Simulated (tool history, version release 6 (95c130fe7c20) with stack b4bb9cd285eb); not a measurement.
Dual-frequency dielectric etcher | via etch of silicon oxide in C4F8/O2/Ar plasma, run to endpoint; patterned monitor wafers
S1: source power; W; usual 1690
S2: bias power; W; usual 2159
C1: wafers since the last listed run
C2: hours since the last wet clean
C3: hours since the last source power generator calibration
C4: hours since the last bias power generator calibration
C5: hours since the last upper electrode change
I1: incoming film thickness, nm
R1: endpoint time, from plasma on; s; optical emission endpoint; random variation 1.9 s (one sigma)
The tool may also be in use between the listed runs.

run   hour    S1    S2   C1     C2      C3      C4      C5      I1     R1
  1      0  1690  2159    0  140.6  4846.2  3295.9  1903.1  1528.8  342.9
  2   35.8  1690  2159  265  176.4    4882  3331.7  1938.9  1532.3  348.8
  3   70.6  1690  2159  258  211.2  4916.8  3366.5  1973.7  1524.1  341.8
  4     93  1880  2159  166  233.6  4939.2  3388.9  1996.1  1550.3  332.6
  5  113.8  1880  2159  154  254.4    4960  3409.7  2016.9  1536.5  329.7
  6  138.2  1930  2159  180  278.8  4984.4  3434.1  2041.3  1535.7  328.3
  7  168.3  1690  2159  223  308.9  5014.5  3464.2  2071.4  1537.8    352
  8  181.8  1690  2159  100  322.4    5028  3477.7  2084.9  1544.5    353
  9  210.3  1690  2159  211  350.9  5056.5  3506.2  2113.4  1527.6  350.4
     253.8  -- wet clean of the chamber
 10  254.3  1590  2159  148    0.5  5100.5  3550.2  2157.4  1530.8  350.5
 11  258.7  1690  1894   32    4.9  5104.9  3554.6  2161.8  1526.1  344.4
 12  289.6  1690  2159  229   35.8  5135.8  3585.5  2192.7  1530.8  340.5
 13  309.7  1690  2159  149   55.9  5155.9  3605.6  2212.8  1530.9  342.3
 14  322.7  1690  2159   96   68.9  5168.9  3618.6  2225.8  1528.5  340.3
     361.7  -- source power generator calibrated
     372.8  -- bias power generator calibrated
 15  427.9  2020  1948  721  174.1    66.2    55.1    2331  1517.3  317.7
 16  444.5  1920  2159  123  190.7    82.8    71.7  2347.6  1531.8  321.8
 17  466.7  1690  2159  164  212.9     105    93.9  2369.8  1536.6  350.5
 18    488  1690  1851  158  234.2   126.3   115.2  2391.1  1527.4  357.6
 19  507.5  1450  1982  144  253.7   145.8   134.7  2410.6  1549.3  396.4
       545  -- upper electrode replaced
 20  545.5  1690  2159  103  291.7   183.8   172.7     0.5  1563.4  362.6
 21  559.2  1370  2421  101  305.4   197.5   186.4    14.2  1521.9  387.8
     620.8  -- wet clean of the chamber
 22  636.7  1690  2159  396   15.9     275   263.9    91.7  1536.3  337.4
 23  656.6  1690  2159  147   35.8   294.9   283.8   111.6  1539.6  336.4
 24  684.4  1840  2159  206   63.6   322.7   311.6   139.4  1525.6  322.3
 25  705.3  1540  2159  155   84.5   343.6   332.5   160.3  1555.1  365.5
 26  734.9  1880  1932  219  114.1   373.2   362.1   189.9  1535.2  329.4
 27  752.8  1470  1935  132    132   391.1     380   207.8  1537.8  384.7
 28  822.9  1430  2159  520  202.1   461.2   450.1   277.9  1519.7    378

Hidden state or all else? Some run-to-run changes of R1, split into what the settings, what came in and random variation would give without the hidden state, and what is left for the hidden state (with any gauge scatter that isn't in both results):
The hidden state here: etch rate over this chamber's usual, %; source power that arrives over what is set, %; bias power that arrives over what is set, %.
Run 9 -> 10: S1 1690 -> 1590, wet clean of the chamber. R1 +0.1 s: hidden state -15, all else +15.1.
Run 21 -> 22: S1 1370 -> 1690, S2 2421 -> 2159, wet clean of the chamber. R1 -50.4 s: hidden state -18, all else -32.4.
Run 26 -> 27: S1 1880 -> 1470, S2 1932 -> 1935. R1 +55.3 s: hidden state +1.7, all else +53.6.

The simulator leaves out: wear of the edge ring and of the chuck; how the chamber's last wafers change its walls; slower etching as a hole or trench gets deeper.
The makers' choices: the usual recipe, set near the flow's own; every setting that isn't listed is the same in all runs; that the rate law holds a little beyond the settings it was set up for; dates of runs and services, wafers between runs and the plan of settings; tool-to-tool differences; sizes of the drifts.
